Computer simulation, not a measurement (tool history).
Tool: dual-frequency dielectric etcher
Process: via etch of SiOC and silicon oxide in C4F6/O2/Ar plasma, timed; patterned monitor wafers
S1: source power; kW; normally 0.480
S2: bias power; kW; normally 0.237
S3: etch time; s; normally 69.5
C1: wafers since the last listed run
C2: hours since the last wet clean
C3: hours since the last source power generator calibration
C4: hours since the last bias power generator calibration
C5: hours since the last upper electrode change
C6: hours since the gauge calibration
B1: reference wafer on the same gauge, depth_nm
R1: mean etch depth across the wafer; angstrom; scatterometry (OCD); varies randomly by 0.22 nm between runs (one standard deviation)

run   hour     S1     S2    S3    C1     C2      C3      C4      C5     C6     B1    R1
  1    0.0  0.480  0.237  69.5     0  499.7  1301.8  2181.1  3487.2  613.4  101.8   917
      60.3  -- wet clean of the chamber
  2   64.7  0.480  0.237  69.5   339    4.4  1366.5  2245.8  3551.9  678.1  101.8   917
  3  114.0  0.480  0.263  69.5   410   53.7  1415.8  2295.1  3601.2  727.4  101.8   956
  4  142.8  0.480  0.263  69.5   239   82.5  1444.6  2323.9  3630.0  756.2  101.8   955
  5  206.2  0.480  0.237  69.5   528  145.9  1508.0  2387.3  3693.4  819.6  101.8   911
  6  275.8  0.480  0.277  56.5   579  215.5  1577.6  2456.9  3763.0  889.2  101.8   788
     320.9  -- gauge calibrated
  7  326.7  0.480  0.237  69.5   424  266.4  1628.5  2507.8  3813.9    5.8  101.8   910
     367.7  -- bias power generator calibrated
  8  381.7  0.480  0.237  69.5   424  321.4  1683.5    14.0  3868.9   60.8  101.8   911
  9  407.7  0.480  0.221  69.5   216  347.4  1709.5    40.0  3894.9   86.8  101.8   882
 10  445.1  0.590  0.237  69.5   311  384.8  1746.9    77.4  3932.3  124.2  101.8   991
 11  483.3  0.550  0.184  60.0   318  423.0  1785.1   115.6  3970.5  162.4  101.8   746
 12  517.6  0.370  0.214  69.5   285  457.3  1819.4   149.9  4004.8  196.7  101.8   773
     573.8  -- upper electrode replaced
 13  574.3  0.540  0.259  84.0   272  514.0  1876.1   206.6     0.5  253.4  101.8  1193
     620.3  -- wet clean of the chamber
     645.3  -- source power generator calibrated
 14  726.2  0.480  0.219  83.5  1032  105.9    80.9   358.5   152.4  405.3  101.8  1077
 15  797.2  0.370  0.214  69.5   591  176.9   151.9   429.5   223.4  476.3  101.8   786
 16  841.7  0.480  0.237  69.5   370  221.4   196.4   474.0   267.9  520.8  101.8   924
 17  870.1  0.390  0.237  50.0   236  249.8   224.8   502.4   296.3  549.2  101.8   606

Alternative continuations, all from the tool just after run 17; predict every row:
  A  870.5  0.480  0.237  69.5   3  250.2  225.2  502.8  296.7  549.6   ?   ?
  B  870.5  0.370  0.206  69.5   3  250.2  225.2  502.8  296.7  549.6   ?   ?
  C  870.5  0.480  0.285  69.5   3  250.2  225.2  502.8  296.7  549.6   ?   ?

run     B1   R1
  A  101.8  923
  B  101.8  773
  C  101.8  998
Stripped of hidden state, with their random variation kept, the same runs would have yielded:
run    R1
  A   925
  B   775
  C  1000
